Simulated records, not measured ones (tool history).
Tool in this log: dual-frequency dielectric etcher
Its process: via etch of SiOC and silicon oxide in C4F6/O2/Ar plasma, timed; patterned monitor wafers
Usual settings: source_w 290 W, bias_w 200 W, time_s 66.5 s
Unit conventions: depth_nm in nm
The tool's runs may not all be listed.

| run | hour | source_w | bias_w | time_s | wafers since the last listed run | hours since the last wet clean | hours since the last source power generator calibration | hours since the last bias power generator calibration | hours since the last upper electrode change | hours since the gauge calibration | read-back reference wafer on the same gauge, depth_nm | depth_nm |
|---|---|---|---|---|---|---|---|---|---|---|---|---|
| 1 | 0 | 290 | 200 | 66.5 | 0 | 137.7 | 3788.6 | 4488.5 | 1456.2 | 718.7 | 57.5 | 72 |
| 2 | 66.2 | 290 | 200 | 66.5 | 1146 | 203.9 | 3854.8 | 4554.7 | 1522.4 | 784.9 | 57.6 | 71.9 |
| 3 | 115 | 290 | 200 | 66.5 | 845 | 252.7 | 3903.6 | 4603.5 | 1571.2 | 833.7 | 57.5 | 71.8 |
| 4 | 152.9 | 290 | 200 | 59.5 | 656 | 290.6 | 3941.5 | 4641.4 | 1609.1 | 871.6 | 57.5 | 64.3 |
|  | 232.4 | wet clean of the chamber |
| 5 | 232.9 | 250 | 162 | 66.5 | 969 | 0.5 | 4021.5 | 4721.4 | 1689.1 | 951.6 | 57.5 | 65.1 |
| 6 | 274 | 250 | 162 | 66.5 | 711 | 41.6 | 4062.6 | 4762.5 | 1730.2 | 992.7 | 57.5 | 65.6 |
|  | 378.7 | gauge calibrated |
| 7 | 380.8 | 290 | 200 | 66.5 | 1849 | 148.4 | 4169.4 | 4869.3 | 1837 | 2.1 | 57.4 | 71.8 |
| 8 | 455.7 | 360 | 229 | 66.5 | 1296 | 223.3 | 4244.3 | 4944.2 | 1911.9 | 77 | 57.5 | 79.6 |
|  | 614.6 | source power generator calibrated |
|  | 631.4 | bias power generator calibrated |
|  | 638.7 | wet clean of the chamber |
| 9 | 639.2 | 310 | 174 | 60.5 | 2913 | 0.5 | 24.6 | 7.8 | 2095.4 | 260.5 | 57.5 | 65.5 |
| 10 | 672 | 290 | 200 | 66.5 | 567 | 33.3 | 57.4 | 40.6 | 2128.2 | 293.3 | 57.6 | 71.9 |
|  | 948.9 | upper electrode replaced |
| 11 | 949.4 | 340 | 200 | 66.5 | 4387 | 310.7 | 334.8 | 318 | 0.5 | 570.7 | 57.5 | 76.2 |

Run 12 has not been measured yet. What should we expect?
|  | 1006.9 | wet clean of the chamber |
| 12 | 1007.4 | 290 | 167 | 66.5 | 588 | 0.5 | 392.8 | 376 | 58.5 | 628.7 | ? | ? |

{"run 12": {"read-back reference wafer on the same gauge, depth_nm": 57.4, "depth_nm": 69.6}}
The same run, on a tool lacking any hidden state, would have yielded depth_nm 69.6 nm.
